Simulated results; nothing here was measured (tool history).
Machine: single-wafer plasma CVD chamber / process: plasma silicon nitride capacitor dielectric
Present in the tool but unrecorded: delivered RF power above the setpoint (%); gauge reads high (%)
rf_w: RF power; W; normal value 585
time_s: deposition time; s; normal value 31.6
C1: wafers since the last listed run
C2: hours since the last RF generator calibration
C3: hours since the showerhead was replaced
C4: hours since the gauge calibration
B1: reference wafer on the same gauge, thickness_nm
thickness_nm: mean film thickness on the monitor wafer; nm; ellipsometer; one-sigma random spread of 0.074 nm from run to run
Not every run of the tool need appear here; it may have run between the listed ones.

run 1 hour=0 | rf_w=585 time_s=31.6 | C1=0 C2=1442.9 C3=6121 C4=73.9 | B1=41.295 | thickness_nm=49.45
run 2 hour=11.2 | rf_w=495 time_s=29.3 | C1=260 C2=1454.1 C3=6132.2 C4=85.1 | B1=41.258 | thickness_nm=44.119
run 3 hour=23.6 | rf_w=495 time_s=29.3 | C1=288 C2=1466.5 C3=6144.6 C4=97.5 | B1=41.273 | thickness_nm=44.036
run 4 hour=40.1 | rf_w=585 time_s=31.6 | C1=384 C2=1483 C3=6161.1 C4=114 | B1=41.322 | thickness_nm=49.569
run 5 hour=57 | rf_w=585 time_s=31.6 | C1=393 C2=1499.9 C3=6178 C4=130.9 | B1=41.311 | thickness_nm=49.38
run 6 hour=65.4 | rf_w=585 time_s=31.6 | C1=195 C2=1508.3 C3=6186.4 C4=139.3 | B1=41.321 | thickness_nm=49.424
run 7 hour=75.7 | rf_w=585 time_s=31.6 | C1=239 C2=1518.6 C3=6196.7 C4=149.6 | B1=41.297 | thickness_nm=49.516
run 8 hour=87.6 | rf_w=585 time_s=31.6 | C1=277 C2=1530.5 C3=6208.6 C4=161.5 | B1=41.297 | thickness_nm=49.647
run 9 hour=93.7 | rf_w=585 time_s=31.6 | C1=142 C2=1536.6 C3=6214.7 C4=167.6 | B1=41.325 | thickness_nm=49.596
run 10 hour=108.6 | rf_w=585 time_s=31.6 | C1=347 C2=1551.5 C3=6229.6 C4=182.5 | B1=41.294 | thickness_nm=49.549
run 11 hour=124.9 | rf_w=585 time_s=31.6 | C1=379 C2=1567.8 C3=6245.9 C4=198.8 | B1=41.283 | thickness_nm=49.509
run 12 hour=131.5 | rf_w=585 time_s=31.6 | C1=153 C2=1574.4 C3=6252.5 C4=205.4 | B1=41.302 | thickness_nm=49.484
run 13 hour=139.1 | rf_w=585 time_s=31.6 | C1=177 C2=1582 C3=6260.1 C4=213 | B1=41.303 | thickness_nm=49.555
run 14 hour=183.6 | rf_w=585 time_s=31.6 | C1=1036 C2=1626.5 C3=6304.6 C4=257.5 | B1=41.305 | thickness_nm=49.618
run 15 hour=195.3 | rf_w=655 time_s=34.4 | C1=272 C2=1638.2 C3=6316.3 C4=269.2 | B1=41.304 | thickness_nm=55.622
-- hour=195.9 gauge calibrated
run 16 hour=207 | rf_w=585 time_s=31.6 | C1=272 C2=1649.9 C3=6328 C4=11.1 | B1=41.281 | thickness_nm=49.489
run 17 hour=213.5 | rf_w=475 time_s=33.9 | C1=151 C2=1656.4 C3=6334.5 C4=17.6 | B1=41.312 | thickness_nm=50.37
run 18 hour=220.4 | rf_w=585 time_s=26.6 | C1=160 C2=1663.3 C3=6341.4 C4=24.5 | B1=41.304 | thickness_nm=41.644
-- hour=242.7 showerhead replaced
run 19 hour=272.4 | rf_w=585 time_s=31.6 | C1=1024 C2=1715.3 C3=29.7 C4=76.5 | B1=41.306 | thickness_nm=49.479
-- hour=289.1 RF generator calibrated
run 20 hour=289.6 | rf_w=650 time_s=35.1 | C1=214 C2=0.5 C3=46.9 C4=93.7 | B1=41.304 | thickness_nm=56.63
run 21 hour=291.6 | rf_w=585 time_s=31.6 | C1=46 C2=2.5 C3=48.9 C4=95.7 | B1=41.276 | thickness_nm=49.513
run 22 hour=306.9 | rf_w=585 time_s=29.8 | C1=356 C2=17.8 C3=64.2 C4=111 | B1=41.313 | thickness_nm=46.777
run 23 hour=316.5 | rf_w=475 time_s=36.1 | C1=223 C2=27.4 C3=73.8 C4=120.6 | B1=41.309 | thickness_nm=53.615
run 24 hour=330.2 | rf_w=695 time_s=29.5 | C1=319 C2=41.1 C3=87.5 C4=134.3 | B1=41.291 | thickness_nm=48.319
run 25 hour=343.8 | rf_w=535 time_s=35.9 | C1=316 C2=54.7 C3=101.1 C4=147.9 | B1=41.291 | thickness_nm=55.034
run 26 hour=350.3 | rf_w=510 time_s=31.6 | C1=151 C2=61.2 C3=107.6 C4=154.4 | B1=41.313 | thickness_nm=47.76
run 27 hour=362.6 | rf_w=585 time_s=31.6 | C1=286 C2=73.5 C3=119.9 C4=166.7 | B1=41.314 | thickness_nm=49.461
run 28 hour=371.9 | rf_w=585 time_s=31.6 | C1=216 C2=82.8 C3=129.2 C4=176 | B1=41.294 | thickness_nm=49.472

Predict each of these 3 candidate next runs independently; none follows another, all start after run 28:
run A hour=372.3 | rf_w=585 time_s=31.6 | C1=9 C2=83.2 C3=129.6 C4=176.4 | B1=? | thickness_nm=?
run B hour=372.3 | rf_w=685 time_s=25.9 | C1=9 C2=83.2 C3=129.6 C4=176.4 | B1=? | thickness_nm=?
run C hour=372.3 | rf_w=635 time_s=28 | C1=9 C2=83.2 C3=129.6 C4=176.4 | B1=? | thickness_nm=?

run=A B1=41.307 thickness_nm=49.568
run=B B1=41.307 thickness_nm=42.335
run=C B1=41.307 thickness_nm=44.866
Without the tool's hidden state the same runs would have given:
run=A thickness_nm=49.568
run=B thickness_nm=42.335
run=C thickness_nm=44.866
